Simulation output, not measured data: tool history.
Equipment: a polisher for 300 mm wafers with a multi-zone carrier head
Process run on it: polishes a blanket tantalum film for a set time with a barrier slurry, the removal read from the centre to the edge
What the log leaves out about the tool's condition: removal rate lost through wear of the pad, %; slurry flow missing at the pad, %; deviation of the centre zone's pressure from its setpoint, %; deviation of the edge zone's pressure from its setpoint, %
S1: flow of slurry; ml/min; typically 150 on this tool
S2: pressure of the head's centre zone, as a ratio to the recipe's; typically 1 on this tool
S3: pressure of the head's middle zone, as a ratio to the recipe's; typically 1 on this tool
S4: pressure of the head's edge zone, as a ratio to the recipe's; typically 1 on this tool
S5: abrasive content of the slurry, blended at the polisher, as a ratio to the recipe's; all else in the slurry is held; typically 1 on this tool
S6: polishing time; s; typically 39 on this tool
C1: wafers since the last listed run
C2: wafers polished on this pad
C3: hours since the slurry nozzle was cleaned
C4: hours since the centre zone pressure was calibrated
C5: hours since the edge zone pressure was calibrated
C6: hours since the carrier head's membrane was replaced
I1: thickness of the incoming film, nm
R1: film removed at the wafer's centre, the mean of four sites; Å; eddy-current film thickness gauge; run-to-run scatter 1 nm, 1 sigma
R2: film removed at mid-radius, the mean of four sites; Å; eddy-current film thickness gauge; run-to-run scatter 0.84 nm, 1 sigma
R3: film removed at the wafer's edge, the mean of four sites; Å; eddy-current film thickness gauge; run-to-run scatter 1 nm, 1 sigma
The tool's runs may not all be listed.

run 1 day=0 | S1=150 S2=1 S3=1 S4=1 S5=1 S6=39 | C1=0 C2=868 C3=140 C4=564 C5=893.9 C6=1111.9 | I1=240.6 | R1=773 R2=811 R3=823
run 2 day=0.554 | S1=150 S2=1 S3=1 S4=1 S5=1 S6=39 | C1=140 C2=1009 C3=153.3 C4=577.3 C5=907.2 C6=1125.2 | I1=236.3 | R1=766 R2=804 R3=801
-- day=1.329 worn pad replaced by a new one
run 3 day=1.35 | S1=150 S2=1 S3=1 S4=1 S5=1 S6=39 | C1=159 C2=5 C3=172.4 C4=596.4 C5=926.3 C6=1144.3 | I1=243.2 | R1=753 R2=806 R3=801
run 4 day=2.033 | S1=150 S2=1 S3=1 S4=1 S5=1 S6=39 | C1=173 C2=178 C3=188.8 C4=612.8 C5=942.7 C6=1160.7 | I1=240.2 | R1=776 R2=791 R3=820
run 5 day=2.75 | S1=150 S2=1 S3=1 S4=1 S5=1 S6=39 | C1=181 C2=360 C3=206 C4=630 C5=959.9 C6=1177.9 | I1=238.6 | R1=767 R2=787 R3=814
run 6 day=3.912 | S1=150 S2=1 S3=1 S4=1 S5=1 S6=39 | C1=294 C2=654 C3=233.9 C4=657.9 C5=987.8 C6=1205.8 | I1=242.8 | R1=755 R2=786 R3=812
run 7 day=5.354 | S1=150 S2=1 S3=1 S4=1 S5=1 S6=39 | C1=365 C2=1020 C3=268.5 C4=692.5 C5=1022.4 C6=1240.4 | I1=237.2 | R1=744 R2=780 R3=812
run 8 day=6.525 | S1=150 S2=1 S3=1 S4=0.94 S5=1 S6=39 | C1=296 C2=1317 C3=296.6 C4=720.6 C5=1050.5 C6=1268.5 | I1=244.5 | R1=737 R2=783 R3=787
-- day=7.158 worn pad replaced by a new one
run 9 day=7.333 | S1=150 S2=1 S3=1 S4=0.94 S5=1 S6=39 | C1=162 C2=44 C3=316 C4=740 C5=1069.9 C6=1287.9 | I1=236.7 | R1=747 R2=774 R3=807
-- day=7.658 centre zone pressure recalibrated
run 10 day=8.025 | S1=190 S2=1.06 S3=1 S4=1 S5=1 S6=33 | C1=154 C2=198 C3=332.6 C4=8.8 C5=1086.5 C6=1304.5 | I1=239.6 | R1=720 R2=693 R3=697
-- day=8.796 edge zone pressure recalibrated
run 11 day=9.133 | S1=185 S2=1 S3=1.07 S4=1.09 S5=1 S6=39 | C1=259 C2=458 C3=359.2 C4=35.4 C5=8.1 C6=1331.1 | I1=240.5 | R1=780 R2=838 R3=845
run 12 day=9.921 | S1=150 S2=1 S3=0.96 S4=1.06 S5=1.15 S6=26 | C1=199 C2=658 C3=378.1 C4=54.3 C5=27 C6=1350 | I1=236.9 | R1=509 R2=531 R3=565
-- day=12.842 worn pad replaced by a new one
run 13 day=12.862 | S1=150 S2=1 S3=1 S4=1 S5=1 S6=26 | C1=703 C2=5 C3=448.7 C4=124.9 C5=97.6 C6=1420.6 | I1=235.9 | R1=475 R2=495 R3=521
run 14 day=13.838 | S1=150 S2=1 S3=1 S4=1 S5=1 S6=39 | C1=247 C2=252 C3=472.1 C4=148.3 C5=121 C6=1444 | I1=239.2 | R1=698 R2=755 R3=783
-- day=14.975 carrier head's membrane replaced by a new one
-- day=16.442 slurry nozzle cleaned
run 15 day=18.221 | S1=150 S2=0.88 S3=1.1 S4=1 S5=0.8 S6=39 | C1=1047 C2=1300 C3=42.7 C4=253.5 C5=226.2 C6=77.9 | I1=241.2 | R1=632 R2=766 R3=739
-- day=18.729 worn pad replaced by a new one
run 16 day=19.021 | S1=150 S2=1 S3=1 S4=1 S5=1 S6=39 | C1=160 C2=73 C3=61.9 C4=272.7 C5=245.4 C6=97.1 | I1=240.8 | R1=787 R2=813 R3=836
run 17 day=20.054 | S1=165 S2=0.91 S3=1 S4=1 S5=0.9 S6=34 | C1=261 C2=335 C3=86.7 C4=297.5 C5=270.2 C6=121.9 | I1=240.2 | R1=597 R2=695 R3=696
run 18 day=21.275 | S1=150 S2=0.95 S3=1 S4=1 S5=1.1 S6=39 | C1=309 C2=645 C3=116 C4=326.8 C5=299.5 C6=151.2 | I1=240.4 | R1=761 R2=836 R3=848
run 19 day=22.704 | S1=150 S2=1.04 S3=1 S4=1 S5=1 S6=39 | C1=362 C2=1007 C3=150.3 C4=361.1 C5=333.8 C6=185.5 | I1=237.1 | R1=786 R2=792 R3=810

3 options for the next run, each taken on its own from the tool as it stands now. Forecast them:
run A day=22.721 | S1=150 S2=1 S3=1.03 S4=1 S5=1 S6=39 | C1=4 C2=1011 C3=150.7 C4=361.5 C5=334.2 C6=185.9 | I1=241.9 | R1=? R2=? R3=?
run B day=22.721 | S1=175 S2=1 S3=0.93 S4=1 S5=1 S6=39 | C1=4 C2=1011 C3=150.7 C4=361.5 C5=334.2 C6=185.9 | I1=241.9 | R1=? R2=? R3=?
run C day=22.721 | S1=150 S2=1 S3=0.88 S4=1 S5=1 S6=39 | C1=4 C2=1011 C3=150.7 C4=361.5 C5=334.2 C6=185.9 | I1=241.9 | R1=? R2=? R3=?

run=A R1=767 R2=807 R3=814
run=B R1=797 R2=791 R3=835
run=C R1=766 R2=743 R3=815
The same runs, with their run-to-run variation unchanged, on a tool lacking any hidden condition would have given:
run=A R1=798 R2=836 R3=835
run=B R1=825 R2=815 R3=853
run=C R1=798 R2=770 R3=836

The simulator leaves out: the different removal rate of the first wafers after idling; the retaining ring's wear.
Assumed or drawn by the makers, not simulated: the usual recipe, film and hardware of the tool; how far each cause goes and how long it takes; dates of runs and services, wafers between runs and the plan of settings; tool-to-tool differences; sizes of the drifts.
